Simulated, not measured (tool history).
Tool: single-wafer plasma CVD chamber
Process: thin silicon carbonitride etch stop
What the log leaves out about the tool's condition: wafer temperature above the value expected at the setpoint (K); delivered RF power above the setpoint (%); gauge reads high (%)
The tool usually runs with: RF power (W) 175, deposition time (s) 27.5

run	hour	RF power (W)	deposition time (s)	wafers since the last listed run	hours since the last thermocouple change	hours since the last RF generator calibration	hours since the showerhead was replaced	hours since the gauge calibration	read-back reference wafer on the same gauge, thickness_nm	mean film thickness on the monitor wafer (nm)
1	0	175	27.5	0	843	242.3	1190.2	1582.8	16.405	14.364
2	68.4	175	31.8	1264	911.4	310.7	1258.6	1651.2	16.397	16.544
3	195.6	175	31.8	2351	1038.6	437.9	1385.8	1778.4	16.397	16.591
4	291.9	175	31.8	1780	1134.9	534.2	1482.1	1874.7	16.408	16.593
5	372.4	175	27.5	1488	1215.4	614.7	1562.6	1955.2	16.385	14.257
6	465.7	175	27.5	1724	1308.7	708	1655.9	2048.5	16.393	14.232
7	503.6	175	27.5	700	1346.6	745.9	1693.8	2086.4	16.422	14.308
8	608.5	185	27.5	1939	1451.5	850.8	1798.7	2191.3	16.42	14.317
# hour 780.4: thermocouple changed; heater temperature recalibrated
9	870.3	175	29.5	4691	89.9	1112.6	2060.5	2453.1	16.421	15.235
10	969.1	175	23.4	1826	188.7	1211.4	2159.3	2551.9	16.404	12.093
11	1071.8	175	27.5	1898	291.4	1314.1	2262	2654.6	16.396	14.165
# hour 1091.6: RF generator calibrated
12	1225.1	175	27.5	2686	444.7	133.5	2415.3	2807.9	16.42	14.378
13	1302.6	175	27.5	1432	522.2	211	2492.8	2885.4	16.411	14.391
14	1350.9	175	30	892	570.5	259.3	2541.1	2933.7	16.404	15.695
15	1414.1	195	27.5	1168	633.7	322.5	2604.3	2996.9	16.4	14.631
16	1517.5	175	27.5	1911	737.1	425.9	2707.7	3100.3	16.413	14.334
17	1566.3	205	23.2	902	785.9	474.7	2756.5	3149.1	16.378	12.424
18	1653.8	175	27.5	1617	873.4	562.2	2844	3236.6	16.407	14.366
19	1706.8	155	23.4	979	926.4	615.2	2897	3289.6	16.395	11.949
20	1779.2	175	27.5	1338	998.8	687.6	2969.4	3362	16.399	14.256
21	1815.3	175	27.5	667	1034.9	723.7	3005.5	3398.1	16.402	14.343
22	1889.6	175	23.4	1373	1109.2	798	3079.8	3472.4	16.392	12.161
23	1981.3	165	24	1695	1200.9	889.7	3171.5	3564.1	16.401	12.386
# hour 2088: showerhead replaced
# hour 2200.8: RF generator calibrated
24	2290.3	140	25.4	5416	1509.9	89.5	202.3	3873.1	16.395	12.858
# hour 2336.1: gauge calibrated
# hour 2344.5: thermocouple changed; heater temperature recalibrated
25	2381.6	195	29.8	1539	37.1	180.8	293.6	45.5	16.398	15.876
26	2439	145	25.1	1061	94.5	238.2	351	102.9	16.404	12.774
27	2598.3	160	32.2	2944	253.8	397.5	510.3	262.2	16.401	16.603
28	2695.6	140	31.5	1798	351.1	494.8	607.6	359.5	16.39	15.947
29	2778.9	150	32.7	1539	434.4	578.1	690.9	442.8	16.404	16.651
30	2839.6	200	22.8	1122	495.1	638.8	751.6	503.5	16.388	12.102
31	2942.1	190	22.8	1894	597.6	741.3	854.1	606	16.419	12.025
32	3033.9	210	24.6	1697	689.4	833.1	945.9	697.8	16.379	13.231
33	3101.8	200	24.8	1255	757.3	901	1013.8	765.7	16.413	13.12
34	3191.4	160	24.5	1656	846.9	990.6	1103.4	855.3	16.4	12.517
35	3234.3	175	27.5	793	889.8	1033.5	1146.3	898.2	16.409	14.271

What if the next run were any one of these 4? Each begins from the tool's condition after run 35:
A	3234.7	175	23.8	7	890.2	1033.9	1146.7	898.6	?	?
B	3234.7	150	22.4	7	890.2	1033.9	1146.7	898.6	?	?
C	3234.7	150	31.2	7	890.2	1033.9	1146.7	898.6	?	?
D	3234.7	195	30.6	7	890.2	1033.9	1146.7	898.6	?	?

run	read-back reference wafer on the same gauge, thickness_nm	mean film thickness on the monitor wafer (nm)
A	16.4	12.351
B	16.4	11.35
C	16.4	15.808
D	16.4	16.166
The same runs, with their run-to-run variation unchanged, on a tool lacking any hidden condition would have given:
run	mean film thickness on the monitor wafer (nm)
A	12.492
B	11.479
C	15.988
D	16.35
